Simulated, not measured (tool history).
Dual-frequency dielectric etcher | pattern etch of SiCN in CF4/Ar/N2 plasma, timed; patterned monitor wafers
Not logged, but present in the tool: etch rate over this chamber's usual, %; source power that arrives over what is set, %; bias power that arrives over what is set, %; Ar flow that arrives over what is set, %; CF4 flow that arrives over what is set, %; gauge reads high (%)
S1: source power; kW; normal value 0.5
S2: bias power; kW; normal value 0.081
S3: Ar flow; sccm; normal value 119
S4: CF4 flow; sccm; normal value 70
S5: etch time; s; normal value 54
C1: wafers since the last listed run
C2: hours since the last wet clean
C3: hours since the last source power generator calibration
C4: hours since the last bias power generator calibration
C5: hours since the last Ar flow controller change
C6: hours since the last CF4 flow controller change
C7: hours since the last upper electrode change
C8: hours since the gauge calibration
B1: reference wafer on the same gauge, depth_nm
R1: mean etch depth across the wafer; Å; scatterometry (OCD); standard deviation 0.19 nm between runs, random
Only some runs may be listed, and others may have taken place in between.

{"run": 1, "hour": 0.0, "S1": 0.42, "S2": 0.081, "S3": 132, "S4": 70, "S5": 54, "C1": 0, "C2": 309.2, "C3": 1302.3, "C4": 4068.4, "C5": 4121.5, "C6": 5112.2, "C7": 2900.9, "C8": 347, "B1": 44.5, "R1": 506}
{"run": 2, "hour": 24.6, "S1": 0.5, "S2": 0.081, "S3": 119, "S4": 78, "S5": 54, "C1": 289, "C2": 333.8, "C3": 1326.9, "C4": 4093, "C5": 4146.1, "C6": 5136.8, "C7": 2925.5, "C8": 371.6, "B1": 44.5, "R1": 576}
{"hour": 36.2, "done": "CF4 flow controller replaced"}
{"run": 3, "hour": 41.1, "S1": 0.5, "S2": 0.081, "S3": 119, "S4": 78, "S5": 54, "C1": 123, "C2": 350.3, "C3": 1343.4, "C4": 4109.5, "C5": 4162.6, "C6": 4.9, "C7": 2942, "C8": 388.1, "B1": 44.5, "R1": 580}
{"hour": 73.5, "done": "wet clean of the chamber"}
{"run": 4, "hour": 74.0, "S1": 0.5, "S2": 0.081, "S3": 119, "S4": 78, "S5": 54, "C1": 104, "C2": 0.5, "C3": 1376.3, "C4": 4142.4, "C5": 4195.5, "C6": 37.8, "C7": 2974.9, "C8": 421, "B1": 44.5, "R1": 523}
{"run": 5, "hour": 93.7, "S1": 0.5, "S2": 0.081, "S3": 119, "S4": 70, "S5": 54, "C1": 231, "C2": 20.2, "C3": 1396, "C4": 4162.1, "C5": 4215.2, "C6": 57.5, "C7": 2994.6, "C8": 440.7, "B1": 44.5, "R1": 515}
{"run": 6, "hour": 127.9, "S1": 0.5, "S2": 0.081, "S3": 141, "S4": 62, "S5": 54, "C1": 402, "C2": 54.4, "C3": 1430.2, "C4": 4196.3, "C5": 4249.4, "C6": 91.7, "C7": 3028.8, "C8": 474.9, "B1": 44.5, "R1": 494}
{"run": 7, "hour": 148.2, "S1": 0.5, "S2": 0.09, "S3": 98, "S4": 70, "S5": 48, "C1": 238, "C2": 74.7, "C3": 1450.5, "C4": 4216.6, "C5": 4269.7, "C6": 112, "C7": 3049.1, "C8": 495.2, "B1": 44.5, "R1": 487}
{"run": 8, "hour": 171.8, "S1": 0.55, "S2": 0.087, "S3": 119, "S4": 79, "S5": 54, "C1": 277, "C2": 98.3, "C3": 1474.1, "C4": 4240.2, "C5": 4293.3, "C6": 135.6, "C7": 3072.7, "C8": 518.8, "B1": 44.5, "R1": 573}
{"run": 9, "hour": 184.5, "S1": 0.5, "S2": 0.081, "S3": 119, "S4": 70, "S5": 54, "C1": 149, "C2": 111, "C3": 1486.8, "C4": 4252.9, "C5": 4306, "C6": 148.3, "C7": 3085.4, "C8": 531.5, "B1": 44.5, "R1": 521}
{"hour": 207.6, "done": "bias power generator calibrated"}
{"hour": 225.0, "done": "wet clean of the chamber, repeated, since the last time left the tool worse"}
{"run": 10, "hour": 225.5, "S1": 0.45, "S2": 0.088, "S3": 119, "S4": 70, "S5": 38.5, "C1": 230, "C2": 0.5, "C3": 1527.8, "C4": 17.9, "C5": 4347, "C6": 189.3, "C7": 3126.4, "C8": 572.5, "B1": 44.5, "R1": 378}
{"hour": 246.3, "done": "Ar flow controller replaced"}
{"run": 11, "hour": 249.2, "S1": 0.46, "S2": 0.081, "S3": 119, "S4": 58, "S5": 47, "C1": 208, "C2": 24.2, "C3": 1551.5, "C4": 41.6, "C5": 2.9, "C6": 213, "C7": 3150.1, "C8": 596.2, "B1": 44.5, "R1": 442}
{"run": 12, "hour": 272.3, "S1": 0.5, "S2": 0.081, "S3": 119, "S4": 56, "S5": 54, "C1": 271, "C2": 47.3, "C3": 1574.6, "C4": 64.7, "C5": 26, "C6": 236.1, "C7": 3173.2, "C8": 619.3, "B1": 44.5, "R1": 527}
{"hour": 305.7, "done": "gauge calibrated"}
{"run": 13, "hour": 308.2, "S1": 0.5, "S2": 0.081, "S3": 119, "S4": 70, "S5": 54, "C1": 422, "C2": 83.2, "C3": 1610.5, "C4": 100.6, "C5": 61.9, "C6": 272, "C7": 3209.1, "C8": 2.5, "B1": 44.5, "R1": 554}
{"hour": 322.5, "done": "source power generator calibrated"}
{"run": 14, "hour": 330.9, "S1": 0.5, "S2": 0.081, "S3": 105, "S4": 75, "S5": 40.5, "C1": 220, "C2": 105.9, "C3": 8.4, "C4": 123.3, "C5": 84.6, "C6": 294.7, "C7": 3231.8, "C8": 25.2, "B1": 44.5, "R1": 430}
{"hour": 355.8, "done": "upper electrode replaced"}
{"run": 15, "hour": 356.3, "S1": 0.62, "S2": 0.081, "S3": 103, "S4": 70, "S5": 54, "C1": 16, "C2": 131.3, "C3": 33.8, "C4": 148.7, "C5": 110, "C6": 320.1, "C7": 0.5, "C8": 50.6, "B1": 44.5, "R1": 648}

Run 16 is up next; what results do you expect?
{"run": 16, "hour": 382.5, "S1": 0.43, "S2": 0.081, "S3": 146, "S4": 59, "S5": 46.5, "C1": 308, "C2": 157.5, "C3": 60, "C4": 174.9, "C5": 136.2, "C6": 346.3, "C7": 26.7, "C8": 76.8, "B1": "?", "R1": "?"}

Run 16 gave B1 44.5, R1 415 Å.
Without the tool's hidden state the same run would have given R1 407 Å.
